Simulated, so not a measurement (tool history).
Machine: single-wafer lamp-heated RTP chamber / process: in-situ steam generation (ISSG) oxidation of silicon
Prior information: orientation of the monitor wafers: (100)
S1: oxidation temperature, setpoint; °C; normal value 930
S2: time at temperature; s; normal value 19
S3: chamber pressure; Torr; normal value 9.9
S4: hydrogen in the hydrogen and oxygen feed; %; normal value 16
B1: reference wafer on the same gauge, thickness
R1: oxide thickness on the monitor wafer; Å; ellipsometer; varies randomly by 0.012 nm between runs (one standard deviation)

run	day	S1	S2	S3	S4	B1	R1
1	0.000	919	19	10.2	16	3.182	36.10
# day 3.508: hydrogen flow controller replaced
2	4.267	919	19	10.2	16	3.182	36.00
3	7.283	930	19	9.9	16	3.182	37.32
4	10.304	930	19	9.9	16	3.184	37.00
5	13.438	930	19	9.9	16	3.183	37.20
6	15.071	930	19	9.9	16	3.184	37.31
7	18.221	930	19	9.9	11	3.184	34.57
8	21.967	923	19	9.9	16	3.188	36.59
# day 23.538: pyrometer window cleaned and pyrometer calibrated
9	24.917	930	19	9.9	16	3.187	37.31
10	28.867	930	14	10.2	22	3.191	35.35
11	32.283	930	25	10.2	11	3.192	38.66
# day 33.404: pressure gauge zeroed
12	34.462	930	19	9.9	16	3.193	37.22
13	36.675	930	19	9.9	16	3.195	37.32
14	39.946	941	12	9.1	26	3.196	36.49
15	43.783	930	19	9.9	16	3.197	37.53
16	45.371	945	21	10.2	11	3.202	37.53
17	49.746	930	19	9.9	16	3.201	37.41
18	53.625	946	19	9.9	16	3.203	38.84
# day 54.517: pyrometer window cleaned and pyrometer calibrated
19	57.129	944	26	9.5	23	3.207	48.12
20	60.888	930	16	9.9	16	3.211	34.91
21	62.933	930	19	10.2	16	3.211	37.33
22	64.950	919	15	10.2	11	3.213	30.85
23	67.221	930	21	10.2	11	3.217	36.43
24	69.604	930	26	9.9	16	3.219	42.80
25	73.000	941	22	9.9	16	3.221	41.24
26	76.971	930	19	9.9	16	3.224	37.86
27	78.871	947	23	9.9	16	3.227	42.70
28	82.517	930	19	8.6	13	3.231	36.57
# day 83.633: pyrometer window cleaned and pyrometer calibrated
29	85.129	930	19	10.2	16	3.235	37.69
30	89.179	930	14	9.4	16	3.237	34.10

What if the next run were any one of these 5? Each begins from the tool's condition after run 30:
A	89.196	913	19	9.9	16	?	?
B	89.196	930	17	9.9	20	?	?
C	89.196	947	19	9.9	16	?	?
D	89.196	945	19	9.9	16	?	?
E	89.196	912	19	8.9	13	?	?

run	B1	R1
A	3.239	36.35
B	3.239	38.06
C	3.239	39.72
D	3.239	39.49
E	3.239	35.18
Take away the tool's hidden state, keep each run's random variation, and the runs would have read:
run	R1
A	35.82
B	37.50
C	39.13
D	38.91
E	34.66

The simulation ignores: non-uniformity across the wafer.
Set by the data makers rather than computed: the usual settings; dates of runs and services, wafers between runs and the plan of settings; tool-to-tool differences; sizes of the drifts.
